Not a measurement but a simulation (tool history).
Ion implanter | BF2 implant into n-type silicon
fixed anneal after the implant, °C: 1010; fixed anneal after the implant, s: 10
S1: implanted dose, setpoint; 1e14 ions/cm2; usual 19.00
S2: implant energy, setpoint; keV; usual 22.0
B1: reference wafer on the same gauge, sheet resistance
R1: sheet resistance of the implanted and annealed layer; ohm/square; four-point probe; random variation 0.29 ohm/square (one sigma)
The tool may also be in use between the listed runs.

| run | hour | S1 | S2 | B1 | R1 |
|---|---|---|---|---|---|
| 1 | 0.0 | 15.59 | 19.0 | 134.08 | 176.66 |
|  | 19.3 | Faraday cup replaced and dose calibrated |
| 2 | 46.0 | 15.59 | 19.0 | 133.95 | 176.34 |
| 3 | 136.1 | 19.00 | 22.0 | 134.01 | 159.36 |
| 4 | 219.6 | 19.00 | 22.0 | 134.03 | 159.39 |
| 5 | 292.4 | 19.00 | 22.0 | 134.02 | 159.62 |
| 6 | 331.9 | 19.00 | 22.0 | 134.00 | 158.91 |
| 7 | 409.3 | 19.00 | 22.0 | 133.93 | 159.36 |
| 8 | 481.6 | 16.49 | 16.0 | 134.03 | 190.51 |
| 9 | 530.1 | 16.49 | 16.0 | 134.00 | 190.64 |
| 10 | 602.5 | 16.49 | 16.0 | 134.05 | 190.45 |
|  | 632.1 | Faraday cup replaced and dose calibrated |
| 11 | 695.7 | 17.63 | 22.0 | 133.99 | 160.46 |
| 12 | 768.6 | 17.43 | 22.0 | 134.05 | 160.42 |
| 13 | 809.9 | 17.43 | 22.0 | 134.02 | 160.73 |
|  | 888.4 | gauge calibrated |
| 14 | 896.9 | 15.25 | 20.0 | 133.95 | 172.09 |
|  | 993.8 | extraction supply calibrated |
| 15 | 997.7 | 19.00 | 26.0 | 133.93 | 149.39 |
| 16 | 1100.7 | 19.00 | 22.0 | 134.05 | 162.72 |
| 17 | 1148.7 | 23.10 | 29.5 | 134.01 | 137.60 |
| 18 | 1215.3 | 19.00 | 14.5 | 134.07 | 199.52 |
| 19 | 1273.7 | 21.72 | 26.0 | 134.03 | 146.67 |
|  | 1337.5 | Faraday cup replaced and dose calibrated |
| 20 | 1338.0 | 16.68 | 28.0 | 134.01 | 144.95 |
| 21 | 1417.4 | 21.85 | 15.0 | 133.97 | 193.43 |
| 22 | 1459.7 | 24.51 | 19.5 | 133.92 | 168.13 |
| 23 | 1499.5 | 19.00 | 22.0 | 134.01 | 162.24 |
| 24 | 1562.4 | 16.24 | 28.5 | 133.97 | 144.54 |
| 25 | 1736.9 | 21.78 | 19.5 | 134.00 | 170.52 |
| 26 | 1798.4 | 19.00 | 27.0 | 133.94 | 146.02 |
| 27 | 1873.7 | 15.25 | 20.0 | 134.01 | 175.59 |
| 28 | 1923.2 | 19.00 | 19.5 | 134.04 | 173.15 |
|  | 1999.4 | Faraday cup replaced and dose calibrated |
| 29 | 2001.2 | 19.00 | 22.0 | 134.01 | 162.64 |

Forecast each of these 3 alternatives for the next run:
| A | 2001.6 | 19.00 | 16.0 | ? | ? |
| B | 2001.6 | 16.86 | 27.5 | ? | ? |
| C | 2001.6 | 15.38 | 19.0 | ? | ? |

| run | B1 | R1 |
|---|---|---|
| A | 134.03 | 190.95 |
| B | 134.03 | 146.27 |
| C | 134.03 | 180.44 |
Without the tool's hidden state the same runs would have given:
| run | R1 |
|---|---|
| A | 190.74 |
| B | 146.09 |
| C | 180.23 |
